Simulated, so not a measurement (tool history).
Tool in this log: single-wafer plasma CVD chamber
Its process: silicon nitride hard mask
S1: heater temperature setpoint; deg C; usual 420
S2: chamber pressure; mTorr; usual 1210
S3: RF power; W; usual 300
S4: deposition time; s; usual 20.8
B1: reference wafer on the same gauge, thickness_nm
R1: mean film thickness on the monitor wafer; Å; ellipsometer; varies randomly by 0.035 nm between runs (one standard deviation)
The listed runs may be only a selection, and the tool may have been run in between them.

run	day	S1	S2	S3	S4	B1	R1
1	0	415	1210	270	20.8	18.694	195.27
# day 0.238: gauge calibrated
2	3.775	415	1210	270	20.8	18.698	195.16
3	4.642	420	1210	300	20.8	18.699	205.69
4	6.125	420	1210	300	20.8	18.699	205.32
5	7.104	420	1210	300	20.8	18.686	205.75
# day 7.442: RF generator calibrated
6	7.733	420	1210	300	20.8	18.693	215.36
# day 8.104: gauge calibrated
# day 8.246: thermocouple changed; heater temperature recalibrated
# day 8.354: showerhead replaced
7	8.383	420	1210	300	20.8	18.702	214.4
8	9.012	420	1210	325	23.6	18.693	254.17
9	10.412	420	1210	355	24.6	18.692	277.47
10	10.958	420	1450	280	20.8	18.701	217.86
# day 12.079: capacitance manometer re-zeroed and calibrated
11	12.1	407	1390	335	24.1	18.697	269.87
12	12.929	409	1210	300	20.8	18.693	210.63
13	13.958	420	1210	300	20.8	18.694	211.13
14	14.8	412	1130	340	20.8	18.711	220.64
15	15.504	428	1410	300	18.4	18.713	192.95

Branching from run 15: 3 alternative next runs. What would each branch give?
A	15.521	420	1210	300	20.8	?	?
B	15.521	420	930	300	23.8	?	?
C	15.521	420	980	265	20.8	?	?

run	B1	R1
A	18.704	209.74
B	18.704	223.15
C	18.704	185.4
Without the tool's unlogged condition, the same runs would have read:
run	R1
A	212.27
B	225.87
C	187.74

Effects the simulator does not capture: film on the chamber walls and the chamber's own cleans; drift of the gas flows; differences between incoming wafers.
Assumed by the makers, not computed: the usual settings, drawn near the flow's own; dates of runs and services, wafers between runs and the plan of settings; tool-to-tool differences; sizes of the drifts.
